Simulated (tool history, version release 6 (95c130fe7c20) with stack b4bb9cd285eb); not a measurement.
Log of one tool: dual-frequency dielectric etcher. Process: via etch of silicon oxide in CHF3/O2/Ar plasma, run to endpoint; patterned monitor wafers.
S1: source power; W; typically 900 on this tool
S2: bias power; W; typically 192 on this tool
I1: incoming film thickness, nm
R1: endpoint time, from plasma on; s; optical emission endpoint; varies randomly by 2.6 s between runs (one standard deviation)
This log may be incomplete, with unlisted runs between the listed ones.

run,day,S1,S2,I1,R1
1,0,900,192,751.4,344.2
2,0.9,900,226,755.6,318.8
3,1.538,900,226,743.1,316.3
4,2.717,900,192,750.6,343.5
5,3.696,900,192,742.1,336
6,4.538,900,192,753.6,336.8
7,5.192,1060,192,750.1,316.9
8,5.917,1060,192,748.1,315.7
9,7.562,850,192,748.3,344.8
10,8.421,850,192,745.7,341.5
11,9.404,960,192,751.6,325.5
12,10.117,960,192,753,326.3
13,11.388,900,170,752.5,352.9
14,12.458,840,192,742.5,346.1
# day 12.704: source power generator calibrated
# day 13.583: upper electrode replaced
15,13.604,700,214,740.7,354.8
# day 13.958: bias power generator calibrated
16,13.979,680,153,746.6,420
# day 16.65: wet clean of the chamber
17,16.671,900,232,738.7,314.8
18,16.817,900,192,751.8,348.1
19,18.262,900,192,743.3,343.3
20,18.917,990,217,741.9,312.6
21,19.804,900,192,746.9,346.7
22,20.329,1040,168,740.5,332
23,20.967,730,224,756.1,357.9
24,21.925,900,192,747.1,346.7
25,22.842,720,217,746.6,360.2

Exercise: give the hidden state of the tool at every run:
source power that arrives over what is set, %: 0 across all the runs
bias power that arrives over what is set, %: 0 across all the runs
H1: etch rate over this chamber's usual, %
run,H1
1,1.91
2,2.07
3,2.18
4,2.39
5,2.56
6,2.71
7,2.82
8,2.95
9,3.24
10,3.39
11,3.56
12,3.69
13,3.91
14,4.1
15,4.3
16,4.36
17,0.186
18,0.212
19,0.466
20,0.581
21,0.737
22,0.829
23,0.941
24,1.11
25,1.27
